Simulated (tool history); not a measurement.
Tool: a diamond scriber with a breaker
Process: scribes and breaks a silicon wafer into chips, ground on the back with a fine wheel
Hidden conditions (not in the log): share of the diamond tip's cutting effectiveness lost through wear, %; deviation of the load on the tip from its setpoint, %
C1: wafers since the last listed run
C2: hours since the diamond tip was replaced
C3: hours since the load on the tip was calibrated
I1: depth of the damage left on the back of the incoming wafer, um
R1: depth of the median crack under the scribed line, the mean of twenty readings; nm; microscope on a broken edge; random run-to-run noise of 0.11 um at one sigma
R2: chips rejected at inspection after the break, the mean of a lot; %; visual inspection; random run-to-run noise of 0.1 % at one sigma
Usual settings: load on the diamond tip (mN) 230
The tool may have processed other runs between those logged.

run 1 hour=0.0 | load_on_the_diamond_tip_(mN)=230 | C1=0 C2=164.5 C3=48.4 | I1=1.73 | R1=10810 R2=1.65
run 2 hour=21.6 | load_on_the_diamond_tip_(mN)=230 | C1=55 C2=186.1 C3=70.0 | I1=2.17 | R1=10470 R2=1.75
run 3 hour=56.1 | load_on_the_diamond_tip_(mN)=185 | C1=87 C2=220.6 C3=104.5 | I1=2.56 | R1=9510 R2=4.42
run 4 hour=86.3 | load_on_the_diamond_tip_(mN)=185 | C1=76 C2=250.8 C3=134.7 | I1=1.53 | R1=9570 R2=3.01
run 5 hour=99.4 | load_on_the_diamond_tip_(mN)=185 | C1=33 C2=263.9 C3=147.8 | I1=2.93 | R1=9600 R2=4.64
run 6 hour=126.3 | load_on_the_diamond_tip_(mN)=188 | C1=68 C2=290.8 C3=174.7 | I1=2.97 | R1=9610 R2=4.70
run 7 hour=149.7 | load_on_the_diamond_tip_(mN)=188 | C1=59 C2=314.2 C3=198.1 | I1=2.63 | R1=9450 R2=4.23
run 8 hour=172.1 | load_on_the_diamond_tip_(mN)=188 | C1=57 C2=336.6 C3=220.5 | I1=2.03 | R1=9520 R2=3.60
run 9 hour=205.4 | load_on_the_diamond_tip_(mN)=230 | C1=84 C2=369.9 C3=253.8 | I1=2.66 | R1=10620 R2=2.27
run 10 hour=241.2 | load_on_the_diamond_tip_(mN)=230 | C1=91 C2=405.7 C3=289.6 | I1=1.79 | R1=10510 R2=1.42
run 11 hour=259.0 | load_on_the_diamond_tip_(mN)=230 | C1=45 C2=423.5 C3=307.4 | I1=1.56 | R1=10520 R2=1.33
-- hour=264.9 diamond tip replaced by a new one
run 12 hour=277.6 | load_on_the_diamond_tip_(mN)=261 | C1=42 C2=12.7 C3=326.0 | I1=2.26 | R1=11020 R2=2.34
run 13 hour=311.1 | load_on_the_diamond_tip_(mN)=261 | C1=85 C2=46.2 C3=359.5 | I1=1.53 | R1=11000 R2=1.62
run 14 hour=336.6 | load_on_the_diamond_tip_(mN)=261 | C1=64 C2=71.7 C3=385.0 | I1=2.92 | R1=10940 R2=2.88
run 15 hour=369.5 | load_on_the_diamond_tip_(mN)=230 | C1=83 C2=104.6 C3=417.9 | I1=2.91 | R1=10360 R2=2.99
run 16 hour=388.3 | load_on_the_diamond_tip_(mN)=230 | C1=47 C2=123.4 C3=436.7 | I1=2.98 | R1=10370 R2=3.37
run 17 hour=404.8 | load_on_the_diamond_tip_(mN)=207 | C1=42 C2=139.9 C3=453.2 | I1=1.91 | R1=9930 R2=2.76
run 18 hour=424.4 | load_on_the_diamond_tip_(mN)=230 | C1=49 C2=159.5 C3=472.8 | I1=1.62 | R1=10040 R2=1.70
run 19 hour=443.7 | load_on_the_diamond_tip_(mN)=275 | C1=49 C2=178.8 C3=492.1 | I1=2.77 | R1=11190 R2=2.60
run 20 hour=464.2 | load_on_the_diamond_tip_(mN)=230 | C1=52 C2=199.3 C3=512.6 | I1=1.72 | R1=10160 R2=1.61
run 21 hour=497.2 | load_on_the_diamond_tip_(mN)=230 | C1=84 C2=232.3 C3=545.6 | I1=1.63 | R1=10050 R2=1.64
run 22 hour=520.6 | load_on_the_diamond_tip_(mN)=192 | C1=59 C2=255.7 C3=569.0 | I1=2.41 | R1=9150 R2=5.33
-- hour=535.6 load on the tip recalibrated
run 23 hour=556.4 | load_on_the_diamond_tip_(mN)=268 | C1=86 C2=291.5 C3=20.8 | I1=2.92 | R1=11640 R2=3.55
run 24 hour=582.2 | load_on_the_diamond_tip_(mN)=283 | C1=65 C2=317.3 C3=46.6 | I1=1.79 | R1=11590 R2=3.36
run 25 hour=618.1 | load_on_the_diamond_tip_(mN)=188 | C1=91 C2=353.2 C3=82.5 | I1=1.66 | R1=9820 R2=2.99
run 26 hour=630.7 | load_on_the_diamond_tip_(mN)=203 | C1=32 C2=365.8 C3=95.1 | I1=2.04 | R1=9760 R2=2.52
run 27 hour=655.6 | load_on_the_diamond_tip_(mN)=189 | C1=63 C2=390.7 C3=120.0 | I1=2.25 | R1=9680 R2=3.30
run 28 hour=669.0 | load_on_the_diamond_tip_(mN)=280 | C1=34 C2=404.1 C3=133.4 | I1=2.68 | R1=11630 R2=3.57
-- hour=674.8 diamond tip replaced by a new one
run 29 hour=769.2 | load_on_the_diamond_tip_(mN)=265 | C1=250 C2=94.4 C3=233.6 | I1=1.61 | R1=11360 R2=2.14
run 30 hour=783.6 | load_on_the_diamond_tip_(mN)=230 | C1=36 C2=108.8 C3=248.0 | I1=2.47 | R1=10430 R2=2.24
run 31 hour=844.7 | load_on_the_diamond_tip_(mN)=251 | C1=155 C2=169.9 C3=309.1 | I1=2.15 | R1=10770 R2=1.76
run 32 hour=869.6 | load_on_the_diamond_tip_(mN)=204 | C1=63 C2=194.8 C3=334.0 | I1=2.92 | R1=9890 R2=4.25

Take each entry between the runs: how does the hidden state at the last listed run before it differ from the hidden state at the first listed run after it?
After run 11, before run 12: diamond tip replaced by a new one (hour 264.9)
  deviation of the load on the tip from its setpoint, %: -1.87 -> -2.33
  what was measured, less what the result would be without the hidden state, R1: -100 -> -130 nm; R2: +0.02 -> -0.20 %
After run 22, before run 23: load on the tip recalibrated (hour 535.6)
  deviation of the load on the tip from its setpoint, %: -10.8 -> 0.551
  what was measured, less what the result would be without the hidden state, R1: -530 -> +30 nm; R2: +2.03 -> +0.06 %
After run 28, before run 29: diamond tip replaced by a new one (hour 674.8)
  deviation of the load on the tip from its setpoint, %: -0.126 -> -1.56
  what was measured, less what the result would be without the hidden state, R1: +0 -> -90 nm; R2: -0.02 -> -0.18 %

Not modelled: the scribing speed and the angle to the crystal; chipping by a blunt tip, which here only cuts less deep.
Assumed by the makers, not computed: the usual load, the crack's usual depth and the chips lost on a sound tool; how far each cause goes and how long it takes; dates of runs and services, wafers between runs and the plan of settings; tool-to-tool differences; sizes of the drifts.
